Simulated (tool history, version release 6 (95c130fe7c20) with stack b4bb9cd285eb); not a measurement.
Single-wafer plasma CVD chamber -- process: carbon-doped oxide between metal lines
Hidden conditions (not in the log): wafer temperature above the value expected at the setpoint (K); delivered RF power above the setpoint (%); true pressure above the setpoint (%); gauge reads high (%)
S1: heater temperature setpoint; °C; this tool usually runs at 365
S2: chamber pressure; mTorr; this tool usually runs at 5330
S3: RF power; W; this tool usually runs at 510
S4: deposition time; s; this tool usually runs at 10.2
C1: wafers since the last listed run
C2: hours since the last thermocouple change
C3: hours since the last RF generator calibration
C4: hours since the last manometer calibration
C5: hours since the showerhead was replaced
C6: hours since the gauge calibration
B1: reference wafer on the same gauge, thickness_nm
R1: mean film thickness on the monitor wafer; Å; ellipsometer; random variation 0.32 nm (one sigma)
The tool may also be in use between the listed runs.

{"run": 1, "hour": 0.0, "S1": 365, "S2": 5330, "S3": 510, "S4": 10.2, "C1": 0, "C2": 578.9, "C3": 395.7, "C4": 1370.8, "C5": 1616.3, "C6": 1862, "B1": 63.87, "R1": 515.34}
{"run": 2, "hour": 68.7, "S1": 365, "S2": 5330, "S3": 510, "S4": 10.2, "C1": 1693, "C2": 647.6, "C3": 464.4, "C4": 1439.5, "C5": 1685, "C6": 1930.7, "B1": 63.689, "R1": 511.86}
{"run": 3, "hour": 110.8, "S1": 365, "S2": 5330, "S3": 510, "S4": 10.2, "C1": 1037, "C2": 689.7, "C3": 506.5, "C4": 1481.6, "C5": 1727.1, "C6": 1972.8, "B1": 63.784, "R1": 512.57}
{"run": 4, "hour": 158.0, "S1": 365, "S2": 5330, "S3": 510, "S4": 10.2, "C1": 1163, "C2": 736.9, "C3": 553.7, "C4": 1528.8, "C5": 1774.3, "C6": 2020, "B1": 63.855, "R1": 512.48}
{"run": 5, "hour": 245.6, "S1": 354, "S2": 5330, "S3": 510, "S4": 10.2, "C1": 2159, "C2": 824.5, "C3": 641.3, "C4": 1616.4, "C5": 1861.9, "C6": 2107.6, "B1": 63.873, "R1": 527.74}
{"hour": 322.2, "done": "RF generator calibrated, repeated, since the last time left the tool worse"}
{"run": 6, "hour": 346.3, "S1": 365, "S2": 5330, "S3": 510, "S4": 10.2, "C1": 2285, "C2": 925.2, "C3": 24.1, "C4": 1717.1, "C5": 1962.6, "C6": 2208.3, "B1": 63.72, "R1": 561.22}
{"run": 7, "hour": 405.4, "S1": 365, "S2": 5330, "S3": 510, "S4": 10.2, "C1": 1457, "C2": 984.3, "C3": 83.2, "C4": 1776.2, "C5": 2021.7, "C6": 2267.4, "B1": 63.781, "R1": 556.63}
{"run": 8, "hour": 479.4, "S1": 365, "S2": 5330, "S3": 510, "S4": 10.2, "C1": 1824, "C2": 1058.3, "C3": 157.2, "C4": 1850.2, "C5": 2095.7, "C6": 2341.4, "B1": 63.836, "R1": 545.96}
{"hour": 504.5, "done": "capacitance manometer re-zeroed and calibrated"}
{"run": 9, "hour": 545.5, "S1": 365, "S2": 5330, "S3": 550, "S4": 10.2, "C1": 1432, "C2": 1124.4, "C3": 223.3, "C4": 41, "C5": 2161.8, "C6": 2407.5, "B1": 63.79, "R1": 593.63}
{"run": 10, "hour": 619.7, "S1": 375, "S2": 4490, "S3": 565, "S4": 8.7, "C1": 1829, "C2": 1198.6, "C3": 297.5, "C4": 115.2, "C5": 2236, "C6": 2481.7, "B1": 63.768, "R1": 495.05}
{"hour": 628.2, "done": "thermocouple changed; heater temperature recalibrated"}
{"run": 11, "hour": 678.2, "S1": 365, "S2": 5330, "S3": 460, "S4": 11.3, "C1": 1244, "C2": 50, "C3": 356, "C4": 173.7, "C5": 2294.5, "C6": 2540.2, "B1": 63.759, "R1": 538.61}
{"run": 12, "hour": 764.9, "S1": 369, "S2": 4030, "S3": 510, "S4": 10.2, "C1": 2137, "C2": 136.7, "C3": 442.7, "C4": 260.4, "C5": 2381.2, "C6": 2626.9, "B1": 63.791, "R1": 515.24}
{"run": 13, "hour": 812.4, "S1": 365, "S2": 5330, "S3": 510, "S4": 10.2, "C1": 1171, "C2": 184.2, "C3": 490.2, "C4": 307.9, "C5": 2428.7, "C6": 2674.4, "B1": 63.814, "R1": 545.98}
{"run": 14, "hour": 854.8, "S1": 365, "S2": 5330, "S3": 570, "S4": 10.2, "C1": 1045, "C2": 226.6, "C3": 532.6, "C4": 350.3, "C5": 2471.1, "C6": 2716.8, "B1": 63.791, "R1": 604.87}
{"run": 15, "hour": 965.4, "S1": 365, "S2": 5330, "S3": 510, "S4": 11.2, "C1": 2726, "C2": 337.2, "C3": 643.2, "C4": 460.9, "C5": 2581.7, "C6": 2827.4, "B1": 63.776, "R1": 602.24}
{"run": 16, "hour": 1021.6, "S1": 369, "S2": 6380, "S3": 510, "S4": 8.9, "C1": 1385, "C2": 393.4, "C3": 699.4, "C4": 517.1, "C5": 2637.9, "C6": 2883.6, "B1": 63.731, "R1": 477.1}
{"run": 17, "hour": 1141.7, "S1": 351, "S2": 4050, "S3": 510, "S4": 9.3, "C1": 2960, "C2": 513.5, "C3": 819.5, "C4": 637.2, "C5": 2758, "C6": 3003.7, "B1": 63.806, "R1": 492.29}

Predict the results of run 18:
{"run": 18, "hour": 1191.0, "S1": 360, "S2": 4500, "S3": 420, "S4": 11.1, "C1": 1215, "C2": 562.8, "C3": 868.8, "C4": 686.5, "C5": 2807.3, "C6": 3053, "B1": "?", "R1": "?"}

Run 18 came out at B1 63.892, R1 463.2 Å.
On a tool with no hidden condition, and with the same random variation, this run would have come out at R1 479.08 Å.
